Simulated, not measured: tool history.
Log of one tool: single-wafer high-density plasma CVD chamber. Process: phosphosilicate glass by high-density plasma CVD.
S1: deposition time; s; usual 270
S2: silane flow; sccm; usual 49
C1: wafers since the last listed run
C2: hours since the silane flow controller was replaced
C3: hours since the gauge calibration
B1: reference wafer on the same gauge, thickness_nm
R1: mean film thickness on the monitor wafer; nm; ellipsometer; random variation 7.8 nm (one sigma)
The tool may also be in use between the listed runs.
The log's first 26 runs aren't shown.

run    hour   S1  S2   C1      C2      C3        B1        R1
 27  1567.8  247  45  325   412.6   750.1  1342.661  1157.257
 28  1623.1  313  49  453   467.9   805.4  1337.903  1594.558
 29  1692.6  270  49  569   537.4   874.9  1342.186   1378.59
 30  1756.5  251  49  523   601.3   938.8  1340.409   1283.11
 31  1789.3  236  52  268   634.1   971.6  1337.111  1288.993
 32  1831.2  270  49  343     676  1013.5  1337.735  1380.413
 33  1892.6  312  52  503   737.4  1074.9  1344.886  1695.289
 34  1952.7  230  54  492   797.5    1135  1339.277   1289.55
 35  2012.2  270  52  487     857  1194.5  1341.446  1464.343
 36  2082.4  305  52  575   927.2  1264.7   1343.36  1673.233
 37  2148.2  243  42  539     993  1330.5  1345.149  1062.453
 38  2212.9  270  49  530  1057.7  1395.2  1339.462   1402.14
 39  2268.9  270  45  458  1113.7  1451.2  1341.281  1269.626
 40  2347.2  218  58  641    1192  1529.5  1342.099  1320.643

4 ways to go on from here, each from the tool as it stands after run 40. What would each give?
  A  2347.7  270  49   4  1192.5  1530   ?   ?
  B  2347.7  256  45   4  1192.5  1530   ?   ?
  C  2347.7  218  54   4  1192.5  1530   ?   ?
  D  2347.7  237  44   4  1192.5  1530   ?   ?

run        B1        R1
  A  1344.952  1381.963
  B  1344.952  1205.236
  C  1344.952   1227.65
  D  1344.952  1091.467
Without the tool's hidden state the same runs would have given:
run        R1
  A  1363.347
  B      1189
  C  1211.112
  D  1076.763

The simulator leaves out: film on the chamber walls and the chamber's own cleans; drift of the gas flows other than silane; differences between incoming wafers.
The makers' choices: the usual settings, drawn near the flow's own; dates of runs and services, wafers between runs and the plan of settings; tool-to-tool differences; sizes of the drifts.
